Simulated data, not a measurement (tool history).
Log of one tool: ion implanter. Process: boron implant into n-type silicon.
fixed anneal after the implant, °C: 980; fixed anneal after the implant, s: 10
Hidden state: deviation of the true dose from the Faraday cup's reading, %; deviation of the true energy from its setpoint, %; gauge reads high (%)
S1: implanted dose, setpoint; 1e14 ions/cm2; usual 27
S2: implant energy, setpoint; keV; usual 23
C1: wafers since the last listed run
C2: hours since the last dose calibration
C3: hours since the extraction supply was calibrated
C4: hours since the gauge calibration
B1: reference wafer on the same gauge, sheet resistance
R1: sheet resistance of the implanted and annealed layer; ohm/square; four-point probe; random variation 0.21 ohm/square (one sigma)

{"run": 1, "hour": 0.0, "S1": 32.22, "S2": 23, "C1": 0, "C2": 1665.2, "C3": 5922.1, "C4": 617.5, "B1": 69.23, "R1": 79.43}
{"hour": 22.9, "done": "extraction supply calibrated"}
{"run": 2, "hour": 29.7, "S1": 32.22, "S2": 23, "C1": 362, "C2": 1694.9, "C3": 6.8, "C4": 647.2, "B1": 69.15, "R1": 79.47}
{"run": 3, "hour": 62.9, "S1": 27, "S2": 23, "C1": 554, "C2": 1728.1, "C3": 40, "C4": 680.4, "B1": 69.21, "R1": 85.02}
{"run": 4, "hour": 90.4, "S1": 27, "S2": 23, "C1": 459, "C2": 1755.6, "C3": 67.5, "C4": 707.9, "B1": 69.2, "R1": 84.69}
{"run": 5, "hour": 108.5, "S1": 27, "S2": 23, "C1": 302, "C2": 1773.7, "C3": 85.6, "C4": 726, "B1": 69.21, "R1": 84.58}
{"run": 6, "hour": 122.4, "S1": 24.09, "S2": 23, "C1": 232, "C2": 1787.6, "C3": 99.5, "C4": 739.9, "B1": 69.17, "R1": 89.21}
{"run": 7, "hour": 138.1, "S1": 24.09, "S2": 23, "C1": 262, "C2": 1803.3, "C3": 115.2, "C4": 755.6, "B1": 69.18, "R1": 88.7}
{"run": 8, "hour": 155.6, "S1": 29.83, "S2": 23, "C1": 292, "C2": 1820.8, "C3": 132.7, "C4": 773.1, "B1": 69.21, "R1": 82.07}
{"run": 9, "hour": 186.3, "S1": 29.83, "S2": 23, "C1": 512, "C2": 1851.5, "C3": 163.4, "C4": 803.8, "B1": 69.23, "R1": 81.55}
{"run": 10, "hour": 213.9, "S1": 29.83, "S2": 23, "C1": 460, "C2": 1879.1, "C3": 191, "C4": 831.4, "B1": 69.18, "R1": 81.96}
{"run": 11, "hour": 227.1, "S1": 21.39, "S2": 23, "C1": 220, "C2": 1892.3, "C3": 204.2, "C4": 844.6, "B1": 69.17, "R1": 93.25}
{"run": 12, "hour": 253.1, "S1": 22.92, "S2": 23, "C1": 433, "C2": 1918.3, "C3": 230.2, "C4": 870.6, "B1": 69.15, "R1": 90.75}
{"run": 13, "hour": 267.6, "S1": 33.51, "S2": 17.5, "C1": 242, "C2": 1932.8, "C3": 244.7, "C4": 885.1, "B1": 69.21, "R1": 87.08}
{"run": 14, "hour": 286.0, "S1": 27, "S2": 23, "C1": 307, "C2": 1951.2, "C3": 263.1, "C4": 903.5, "B1": 69.16, "R1": 84.69}
{"run": 15, "hour": 302.0, "S1": 24.48, "S2": 21, "C1": 267, "C2": 1967.2, "C3": 279.1, "C4": 919.5, "B1": 69.21, "R1": 90.51}
{"run": 16, "hour": 332.1, "S1": 20.04, "S2": 27.5, "C1": 502, "C2": 1997.3, "C3": 309.2, "C4": 949.6, "B1": 69.16, "R1": 93.78}
{"run": 17, "hour": 355.1, "S1": 24.11, "S2": 16.5, "C1": 383, "C2": 2020.3, "C3": 332.2, "C4": 972.6, "B1": 69.21, "R1": 97.89}
{"run": 18, "hour": 385.5, "S1": 30.28, "S2": 30.5, "C1": 507, "C2": 2050.7, "C3": 362.6, "C4": 1003, "B1": 69.23, "R1": 76.63}
{"run": 19, "hour": 421.4, "S1": 20.79, "S2": 16.5, "C1": 599, "C2": 2086.6, "C3": 398.5, "C4": 1038.9, "B1": 69.12, "R1": 103.97}
{"run": 20, "hour": 447.9, "S1": 27, "S2": 23, "C1": 442, "C2": 2113.1, "C3": 425, "C4": 1065.4, "B1": 69.23, "R1": 84.71}
{"run": 21, "hour": 472.5, "S1": 33.15, "S2": 27.5, "C1": 410, "C2": 2137.7, "C3": 449.6, "C4": 1090, "B1": 69.18, "R1": 74.95}
{"hour": 502.5, "done": "Faraday cup replaced and dose calibrated"}
{"run": 22, "hour": 505.0, "S1": 22.42, "S2": 16, "C1": 408, "C2": 2.5, "C3": 482.1, "C4": 1122.5, "B1": 69.26, "R1": 100.03}
{"hour": 508.9, "done": "gauge calibrated"}
{"run": 23, "hour": 536.1, "S1": 27, "S2": 23, "C1": 519, "C2": 33.6, "C3": 513.2, "C4": 27.2, "B1": 69.19, "R1": 83.41}
{"run": 24, "hour": 570.7, "S1": 29.65, "S2": 25.5, "C1": 577, "C2": 68.2, "C3": 547.8, "C4": 61.8, "B1": 69.17, "R1": 78.8}
{"run": 25, "hour": 605.2, "S1": 32.01, "S2": 27, "C1": 575, "C2": 102.7, "C3": 582.3, "C4": 96.3, "B1": 69.18, "R1": 75.53}
{"run": 26, "hour": 628.7, "S1": 21.63, "S2": 18, "C1": 392, "C2": 126.2, "C3": 605.8, "C4": 119.8, "B1": 69.19, "R1": 97.95}
{"run": 27, "hour": 659.0, "S1": 24.51, "S2": 25.5, "C1": 505, "C2": 156.5, "C3": 636.1, "C4": 150.1, "B1": 69.14, "R1": 85.16}
{"run": 28, "hour": 677.6, "S1": 24.73, "S2": 19.5, "C1": 310, "C2": 175.1, "C3": 654.7, "C4": 168.7, "B1": 69.17, "R1": 90.91}
{"run": 29, "hour": 693.4, "S1": 24.65, "S2": 23, "C1": 263, "C2": 190.9, "C3": 670.5, "C4": 184.5, "B1": 69.21, "R1": 87.01}
{"run": 30, "hour": 722.1, "S1": 19.6, "S2": 19.5, "C1": 479, "C2": 219.6, "C3": 699.2, "C4": 213.2, "B1": 69.16, "R1": 100}
{"run": 31, "hour": 748.2, "S1": 27, "S2": 23, "C1": 435, "C2": 245.7, "C3": 725.3, "C4": 239.3, "B1": 69.18, "R1": 83.99}
{"run": 32, "hour": 778.2, "S1": 27, "S2": 25, "C1": 500, "C2": 275.7, "C3": 755.3, "C4": 269.3, "B1": 69.17, "R1": 82.43}
{"run": 33, "hour": 808.0, "S1": 23, "S2": 26, "C1": 497, "C2": 305.5, "C3": 785.1, "C4": 299.1, "B1": 69.21, "R1": 87.47}
{"run": 34, "hour": 841.8, "S1": 32.67, "S2": 28.5, "C1": 564, "C2": 339.3, "C3": 818.9, "C4": 332.9, "B1": 69.23, "R1": 74.53}
{"run": 35, "hour": 865.1, "S1": 27, "S2": 23, "C1": 388, "C2": 362.6, "C3": 842.2, "C4": 356.2, "B1": 69.22, "R1": 84.06}
{"run": 36, "hour": 888.7, "S1": 24.3, "S2": 19.5, "C1": 393, "C2": 386.2, "C3": 865.8, "C4": 379.8, "B1": 69.16, "R1": 91.83}

5 ways to go on from here, each from the tool as it stands after run 36. What would each give?
{"run": "A", "hour": 889.1, "S1": 27, "S2": 26.5, "C1": 6, "C2": 386.6, "C3": 866.2, "C4": 380.2, "B1": "?", "R1": "?"}
{"run": "B", "hour": 889.1, "S1": 22.63, "S2": 23, "C1": 6, "C2": 386.6, "C3": 866.2, "C4": 380.2, "B1": "?", "R1": "?"}
{"run": "C", "hour": 889.1, "S1": 33.31, "S2": 16.5, "C1": 6, "C2": 386.6, "C3": 866.2, "C4": 380.2, "B1": "?", "R1": "?"}
{"run": "D", "hour": 889.1, "S1": 33.48, "S2": 28.5, "C1": 6, "C2": 386.6, "C3": 866.2, "C4": 380.2, "B1": "?", "R1": "?"}
{"run": "E", "hour": 889.1, "S1": 24.08, "S2": 27.5, "C1": 6, "C2": 386.6, "C3": 866.2, "C4": 380.2, "B1": "?", "R1": "?"}

run=A B1=69.18 R1=81.52
run=B B1=69.18 R1=90.52
run=C B1=69.18 R1=89.42
run=D B1=69.18 R1=73.57
run=E B1=69.18 R1=85.08
Without the tool's hidden state the same runs would have given:
run=A R1=80.55
run=B R1=89.39
run=C R1=88.9
run=D R1=72.76
run=E R1=83.97
